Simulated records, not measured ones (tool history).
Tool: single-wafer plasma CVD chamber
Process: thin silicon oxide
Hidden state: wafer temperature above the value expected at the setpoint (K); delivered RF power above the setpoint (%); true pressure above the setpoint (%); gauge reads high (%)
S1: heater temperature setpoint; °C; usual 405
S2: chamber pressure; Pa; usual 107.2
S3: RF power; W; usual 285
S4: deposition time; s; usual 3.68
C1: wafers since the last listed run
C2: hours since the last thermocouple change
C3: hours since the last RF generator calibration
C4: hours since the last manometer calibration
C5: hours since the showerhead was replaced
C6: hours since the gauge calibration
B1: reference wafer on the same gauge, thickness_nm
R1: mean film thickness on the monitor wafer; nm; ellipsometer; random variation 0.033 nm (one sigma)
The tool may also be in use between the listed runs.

run   hour   S1     S2   S3    S4    C1      C2     C3      C4      C5     C6     B1     R1
  1      0  405  119.1  285  3.68     0  1625.2  394.8   922.1  3048.4  465.3  6.011  7.618
  2   27.7  405  119.1  285  3.68   495  1652.9  422.5   949.8  3076.1    493  6.023  7.568
  3   62.7  405  107.2  285  3.68   625  1687.9  457.5   984.8  3111.1    528  6.013  7.012
  4   83.6  405  107.2  285  3.68   373  1708.8  478.4  1005.7    3132  548.9  6.015  7.008
  5  172.1  405  107.2  285  3.68  1581  1797.3  566.9  1094.2  3220.5  637.4  6.025  7.008
  6  224.3  405  107.2  285  3.68   932  1849.5  619.1  1146.4  3272.7  689.6  6.021   6.95
  7    243  405  107.2  285  3.68   334  1868.2  637.8  1165.1  3291.4  708.3  6.029  7.043
  8  263.9  405  107.2  285  3.68   373  1889.1  658.7    1186  3312.3  729.2  6.023  7.015
  9  278.5  405  107.2  285  3.68   260  1903.7  673.3  1200.6  3326.9  743.8  6.022  6.934
     305.1  -- capacitance manometer re-zeroed and calibrated
 10  313.8  405  107.2  285  3.68   487    1939  708.6     8.7  3362.2  779.1  6.018   6.99
     330.9  -- gauge calibrated
 11  342.1  405  120.5  285  3.68   505  1967.3  736.9      37  3390.5   11.2  6.024  7.618
 12    360  405  120.5  285  3.68   319  1985.2  754.8    54.9  3408.4   29.1  6.025  7.562
 13  374.2  405  120.5  285  3.68   253  1999.4    769    69.1  3422.6   43.3  6.006  7.659
     382.6  -- RF generator calibrated
     405.4  -- showerhead replaced
 14  408.2  405  129.2  335  3.68   321  2033.4   25.6   103.1     2.8   77.3  6.023  8.529
 15  432.5  405  107.2  325  3.01   434  2057.7   49.9   127.4    27.1  101.6  6.022  5.953
 16  458.7  405  107.2  285  3.68   468  2083.9   76.1   153.6    53.3  127.8  6.006  7.101
 17    485  416  125.6  330  3.68   469  2110.2  102.4   179.9    79.6  154.1  6.021  8.193
 18  498.4  409  131.9  285  3.68   239  2123.6  115.8   193.3      93  167.5  6.017  8.244
 19    526  405   90.1  240  3.68   493  2151.2  143.4   220.9   120.6  195.1  6.018  5.866
 20  561.6  405  107.2  285  3.68   636  2186.8    179   256.5   156.2  230.7  6.023  7.074
 21  576.3  405  107.2  285  3.68   262  2201.5  193.7   271.2   170.9  245.4  6.017  6.999
     609.4  -- thermocouple changed; heater temperature recalibrated
 22  609.9  414   87.5  285  4.28   457     0.5  227.3   304.8   204.5    279   6.02   6.81
 23  635.8  405  107.2  285  4.07   462    26.4  253.2   330.7   230.4  304.9  6.025  7.734
 24  650.6  390  107.2  310  3.38   264    41.2    268   345.5   245.2  319.7  6.024  6.627
 25  747.8  405  107.2  285  3.68  1737   138.4  365.2   442.7   342.4  416.9  6.019  7.026

Run 26 comes next. What will it give?
 26  779.2  405  107.2  285  3.68  561  169.8  396.6  474.1  373.8  448.3   ?   ?

B1: 6.019
R1: 7.044 nm
Without the tool's hidden state the same run would have given R1 7.122 nm.
